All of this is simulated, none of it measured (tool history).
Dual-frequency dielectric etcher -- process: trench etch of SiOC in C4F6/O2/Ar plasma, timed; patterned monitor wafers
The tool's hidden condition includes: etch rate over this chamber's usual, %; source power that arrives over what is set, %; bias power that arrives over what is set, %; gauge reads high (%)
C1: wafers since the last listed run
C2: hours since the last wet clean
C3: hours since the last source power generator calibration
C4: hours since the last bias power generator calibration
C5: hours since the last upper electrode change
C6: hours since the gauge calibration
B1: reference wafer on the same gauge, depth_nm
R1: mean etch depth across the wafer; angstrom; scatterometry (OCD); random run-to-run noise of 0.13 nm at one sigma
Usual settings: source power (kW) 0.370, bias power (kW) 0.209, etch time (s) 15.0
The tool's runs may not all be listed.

{"run": 1, "hour": 0.0, "source power (kW)": 0.37, "bias power (kW)": 0.209, "etch time (s)": 15.0, "C1": 0, "C2": 37.2, "C3": 2700.9, "C4": 2436.6, "C5": 1634.0, "C6": 1225.2, "B1": 29.78, "R1": 308.0}
{"run": 2, "hour": 52.7, "source power (kW)": 0.37, "bias power (kW)": 0.209, "etch time (s)": 15.0, "C1": 1092, "C2": 89.9, "C3": 2753.6, "C4": 2489.3, "C5": 1686.7, "C6": 1277.9, "B1": 29.73, "R1": 310.4}
{"run": 3, "hour": 124.7, "source power (kW)": 0.37, "bias power (kW)": 0.209, "etch time (s)": 15.0, "C1": 1492, "C2": 161.9, "C3": 2825.6, "C4": 2561.3, "C5": 1758.7, "C6": 1349.9, "B1": 29.74, "R1": 310.0}
{"run": 4, "hour": 162.0, "source power (kW)": 0.37, "bias power (kW)": 0.209, "etch time (s)": 15.0, "C1": 773, "C2": 199.2, "C3": 2862.9, "C4": 2598.6, "C5": 1796.0, "C6": 1387.2, "B1": 29.73, "R1": 308.8}
{"run": 5, "hour": 201.6, "source power (kW)": 0.37, "bias power (kW)": 0.209, "etch time (s)": 15.0, "C1": 820, "C2": 238.8, "C3": 2902.5, "C4": 2638.2, "C5": 1835.6, "C6": 1426.8, "B1": 29.75, "R1": 308.0}
{"run": 6, "hour": 271.5, "source power (kW)": 0.37, "bias power (kW)": 0.247, "etch time (s)": 15.0, "C1": 1448, "C2": 308.7, "C3": 2972.4, "C4": 2708.1, "C5": 1905.5, "C6": 1496.7, "B1": 29.73, "R1": 328.7}
{"run": 7, "hour": 393.8, "source power (kW)": 0.37, "bias power (kW)": 0.247, "etch time (s)": 15.0, "C1": 2535, "C2": 431.0, "C3": 3094.7, "C4": 2830.4, "C5": 2027.8, "C6": 1619.0, "B1": 29.71, "R1": 327.6}
{"hour": 406.9, "done": "source power generator calibrated"}
{"hour": 435.1, "done": "gauge calibrated"}
{"hour": 452.1, "done": "wet clean of the chamber"}
{"run": 8, "hour": 452.6, "source power (kW)": 0.37, "bias power (kW)": 0.247, "etch time (s)": 15.0, "C1": 638, "C2": 0.5, "C3": 45.7, "C4": 2889.2, "C5": 2086.6, "C6": 17.5, "B1": 30.28, "R1": 332.5}
{"run": 9, "hour": 477.7, "source power (kW)": 0.37, "bias power (kW)": 0.209, "etch time (s)": 15.0, "C1": 520, "C2": 25.6, "C3": 70.8, "C4": 2914.3, "C5": 2111.7, "C6": 42.6, "B1": 30.23, "R1": 313.9}
{"hour": 541.3, "done": "bias power generator calibrated"}
{"run": 10, "hour": 545.5, "source power (kW)": 0.37, "bias power (kW)": 0.209, "etch time (s)": 15.0, "C1": 1322, "C2": 93.4, "C3": 138.6, "C4": 4.2, "C5": 2179.5, "C6": 110.4, "B1": 30.15, "R1": 314.4}
{"run": 11, "hour": 583.7, "source power (kW)": 0.37, "bias power (kW)": 0.209, "etch time (s)": 15.0, "C1": 791, "C2": 131.6, "C3": 176.8, "C4": 42.4, "C5": 2217.7, "C6": 148.6, "B1": 30.1, "R1": 313.7}
{"run": 12, "hour": 687.8, "source power (kW)": 0.37, "bias power (kW)": 0.189, "etch time (s)": 15.0, "C1": 2157, "C2": 235.7, "C3": 280.9, "C4": 146.5, "C5": 2321.8, "C6": 252.7, "B1": 29.98, "R1": 299.6}
{"run": 13, "hour": 736.0, "source power (kW)": 0.37, "bias power (kW)": 0.209, "etch time (s)": 15.0, "C1": 999, "C2": 283.9, "C3": 329.1, "C4": 194.7, "C5": 2370.0, "C6": 300.9, "B1": 29.92, "R1": 311.3}
{"run": 14, "hour": 787.2, "source power (kW)": 0.43, "bias power (kW)": 0.253, "etch time (s)": 15.0, "C1": 1061, "C2": 335.1, "C3": 380.3, "C4": 245.9, "C5": 2421.2, "C6": 352.1, "B1": 29.9, "R1": 350.9}
{"hour": 846.8, "done": "upper electrode replaced"}
{"run": 15, "hour": 847.3, "source power (kW)": 0.3, "bias power (kW)": 0.234, "etch time (s)": 19.0, "C1": 748, "C2": 395.2, "C3": 440.4, "C4": 306.0, "C5": 0.5, "C6": 412.2, "B1": 29.85, "R1": 381.8}
{"run": 16, "hour": 901.2, "source power (kW)": 0.29, "bias power (kW)": 0.239, "etch time (s)": 19.0, "C1": 1117, "C2": 449.1, "C3": 494.3, "C4": 359.9, "C5": 54.4, "C6": 466.1, "B1": 29.82, "R1": 380.5}
{"run": 17, "hour": 1002.6, "source power (kW)": 0.37, "bias power (kW)": 0.209, "etch time (s)": 15.0, "C1": 2101, "C2": 550.5, "C3": 595.7, "C4": 461.3, "C5": 155.8, "C6": 567.5, "B1": 29.77, "R1": 310.6}
{"hour": 1031.6, "done": "wet clean of the chamber"}
{"run": 18, "hour": 1035.0, "source power (kW)": 0.29, "bias power (kW)": 0.239, "etch time (s)": 19.0, "C1": 174, "C2": 3.4, "C3": 628.1, "C4": 493.7, "C5": 188.2, "C6": 599.9, "B1": 29.74, "R1": 378.9}
{"run": 19, "hour": 1085.8, "source power (kW)": 0.37, "bias power (kW)": 0.209, "etch time (s)": 15.0, "C1": 1053, "C2": 54.2, "C3": 678.9, "C4": 544.5, "C5": 239.0, "C6": 650.7, "B1": 29.73, "R1": 309.0}
{"run": 20, "hour": 1118.2, "source power (kW)": 0.37, "bias power (kW)": 0.231, "etch time (s)": 15.0, "C1": 671, "C2": 86.6, "C3": 711.3, "C4": 576.9, "C5": 271.4, "C6": 683.1, "B1": 29.69, "R1": 319.3}
{"run": 21, "hour": 1168.7, "source power (kW)": 0.37, "bias power (kW)": 0.209, "etch time (s)": 15.0, "C1": 1046, "C2": 137.1, "C3": 761.8, "C4": 627.4, "C5": 321.9, "C6": 733.6, "B1": 29.69, "R1": 309.4}
{"run": 22, "hour": 1219.0, "source power (kW)": 0.37, "bias power (kW)": 0.209, "etch time (s)": 18.0, "C1": 1042, "C2": 187.4, "C3": 812.1, "C4": 677.7, "C5": 372.2, "C6": 783.9, "B1": 29.67, "R1": 371.5}
{"run": 23, "hour": 1262.8, "source power (kW)": 0.31, "bias power (kW)": 0.209, "etch time (s)": 15.0, "C1": 907, "C2": 231.2, "C3": 855.9, "C4": 721.5, "C5": 416.0, "C6": 827.7, "B1": 29.67, "R1": 291.2}
{"run": 24, "hour": 1322.5, "source power (kW)": 0.3, "bias power (kW)": 0.209, "etch time (s)": 11.0, "C1": 1237, "C2": 290.9, "C3": 915.6, "C4": 781.2, "C5": 475.7, "C6": 887.4, "B1": 29.62, "R1": 211.1}

Branching from run 24: 5 alternative next runs. What would each branch give?
{"run": "A", "hour": 1322.9, "source power (kW)": 0.37, "bias power (kW)": 0.209, "etch time (s)": 15.0, "C1": 8, "C2": 291.3, "C3": 916.0, "C4": 781.6, "C5": 476.1, "C6": 887.8, "B1": "?", "R1": "?"}
{"run": "B", "hour": 1322.9, "source power (kW)": 0.37, "bias power (kW)": 0.209, "etch time (s)": 19.0, "C1": 8, "C2": 291.3, "C3": 916.0, "C4": 781.6, "C5": 476.1, "C6": 887.8, "B1": "?", "R1": "?"}
{"run": "C", "hour": 1322.9, "source power (kW)": 0.37, "bias power (kW)": 0.243, "etch time (s)": 12.0, "C1": 8, "C2": 291.3, "C3": 916.0, "C4": 781.6, "C5": 476.1, "C6": 887.8, "B1": "?", "R1": "?"}
{"run": "D", "hour": 1322.9, "source power (kW)": 0.28, "bias power (kW)": 0.232, "etch time (s)": 10.5, "C1": 8, "C2": 291.3, "C3": 916.0, "C4": 781.6, "C5": 476.1, "C6": 887.8, "B1": "?", "R1": "?"}
{"run": "E", "hour": 1322.9, "source power (kW)": 0.39, "bias power (kW)": 0.232, "etch time (s)": 19.0, "C1": 8, "C2": 291.3, "C3": 916.0, "C4": 781.6, "C5": 476.1, "C6": 887.8, "B1": "?", "R1": "?"}

run=A B1=29.65 R1=310.8
run=B B1=29.65 R1=393.7
run=C B1=29.65 R1=261.0
run=D B1=29.65 R1=205.2
run=E B1=29.65 R1=414.4
With no hidden state in the tool, these same runs would have given:
run=A R1=318.7
run=B R1=403.7
run=C R1=267.7
run=D R1=210.4
run=E R1=425.0

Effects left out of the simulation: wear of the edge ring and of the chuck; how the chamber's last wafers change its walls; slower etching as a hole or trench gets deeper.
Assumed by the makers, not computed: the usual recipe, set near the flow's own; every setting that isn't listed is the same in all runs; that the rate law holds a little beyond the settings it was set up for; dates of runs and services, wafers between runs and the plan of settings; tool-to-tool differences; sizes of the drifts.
